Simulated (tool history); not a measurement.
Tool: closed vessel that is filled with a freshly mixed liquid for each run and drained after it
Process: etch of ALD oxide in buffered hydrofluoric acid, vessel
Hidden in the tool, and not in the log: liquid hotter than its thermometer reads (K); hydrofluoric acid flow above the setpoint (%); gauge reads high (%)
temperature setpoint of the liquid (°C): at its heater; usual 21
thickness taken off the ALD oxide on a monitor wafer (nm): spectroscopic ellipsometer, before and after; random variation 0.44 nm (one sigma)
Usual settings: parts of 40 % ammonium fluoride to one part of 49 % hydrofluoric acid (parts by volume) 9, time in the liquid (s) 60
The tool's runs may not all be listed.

run,hour,temperature setpoint of the liquid (°C),parts of 40 % ammonium fluoride to one part of 49 % hydrofluoric acid (parts by volume),time in the liquid (s),wafers since the last listed run,hours since the thermometer was replaced,hours since the hydrofluoric acid flow meter was replaced,hours since the gauge calibration,"read-back film thickness of the ALD oxide reference wafer, read on the same gauge (nm)",thickness taken off the ALD oxide on a monitor wafer (nm)
1,0,18,9,60,0,238.1,219.3,964.1,111.91,118.22
2,95.4,21,9,80,10526,333.5,314.7,1059.5,112,186.93
3,367.4,21,9,80,30012,605.5,586.7,1331.5,112.18,186.24
4,466.3,21,9,80,10912,704.4,685.6,1430.4,112.24,186.72
# hour 512.3: thermometer replaced
5,524.9,21,10,60,6355,12.6,744.2,1489,112.24,129.97
6,569.4,21,10,60,4910,57.1,788.7,1533.5,112.28,131.79
7,690.6,21,9,60,13373,178.3,909.9,1654.7,112.28,140.07
8,740.7,17.5,9,60,5528,228.4,960,1704.8,112.32,114.86
# hour 746.1: gauge calibrated
9,803.2,17.5,9,60,6896,290.9,1022.5,57.1,110.13,112.71
10,860.2,17.5,9,60,6289,347.9,1079.5,114.1,110.32,112.97
11,901.9,21,7.5,60,4601,389.6,1121.2,155.8,110.45,169.18
12,940.8,21,7.5,60,4292,428.5,1160.1,194.7,110.56,167.48
13,979,21,7.5,60,4214,466.7,1198.3,232.9,110.71,168.08
14,1025.2,21,9,60,5097,512.9,1244.5,279.1,110.78,137.56
15,1085.4,21,9,60,6642,573.1,1304.7,339.3,110.95,138.3
16,1179,19.5,9,60,10327,666.7,1398.3,432.9,111.13,126.91
17,1229.4,21,9,75,5561,717.1,1448.7,483.3,111.24,173.7
# hour 1294.5: thermometer replaced
18,1310.4,21,9,60,8827,15.9,1529.7,564.3,111.38,139.61
# hour 1329: hydrofluoric acid flow meter replaced
19,1613.7,21,11,60,33355,319.2,284.7,867.6,111.77,118.96
20,1670.7,21,7.5,90,6289,376.2,341.7,924.6,111.8,254.62
21,1720.3,21,5.5,60,5472,425.8,391.3,974.2,111.83,226.62
22,1802.2,21,9,60,9036,507.7,473.2,1056.1,111.9,139.35
23,1860.7,18.5,10,60,6454,566.2,531.7,1114.6,111.96,113.31
24,1942.2,21,10,40,8992,647.7,613.2,1196.1,112.01,87.35
25,1991.5,21,9,60,5439,697,662.5,1245.4,112.05,140.67
# hour 2024: thermometer replaced
26,2095.8,21,12.5,60,11398,71.8,766.8,1349.7,112.08,105.09
27,2151.8,23,9,60,6179,127.8,822.8,1405.7,112.16,156.24
28,2228.9,23.5,10,60,8507,204.9,899.9,1482.8,112.14,150.03
29,2265.7,21,9,60,4060,241.7,936.7,1519.6,112.19,140.12
30,2336.9,21,9,60,7856,312.9,1007.9,1590.8,112.21,140.15
31,2392.1,21,9,60,6090,368.1,1063.1,1646,112.23,139.42
32,2490.5,21,9,90,10857,466.5,1161.5,1744.4,112.28,210.11
33,2552.9,25.5,9,60,6885,528.9,1223.9,1806.8,112.26,179.71
34,2607.9,21,10.5,35,6068,583.9,1278.9,1861.8,112.31,72.89

Forecast each of these 4 alternatives for the next run:
A,2608.6,21,9,60,77,584.6,1279.6,1862.5,?,?
B,2608.6,19.5,9,75,77,584.6,1279.6,1862.5,?,?
C,2608.6,23,12,85,77,584.6,1279.6,1862.5,?,?
D,2608.6,18,10,60,77,584.6,1279.6,1862.5,?,?

run,"read-back film thickness of the ALD oxide reference wafer, read on the same gauge (nm)",thickness taken off the ALD oxide on a monitor wafer (nm)
A,112.29,140.53
B,112.29,161.55
C,112.29,174.19
D,112.29,111.12
Without the tool's hidden state the same runs would have given:
run,thickness taken off the ALD oxide on a monitor wafer (nm)
A,137.68
B,158.26
C,170.65
D,108.86
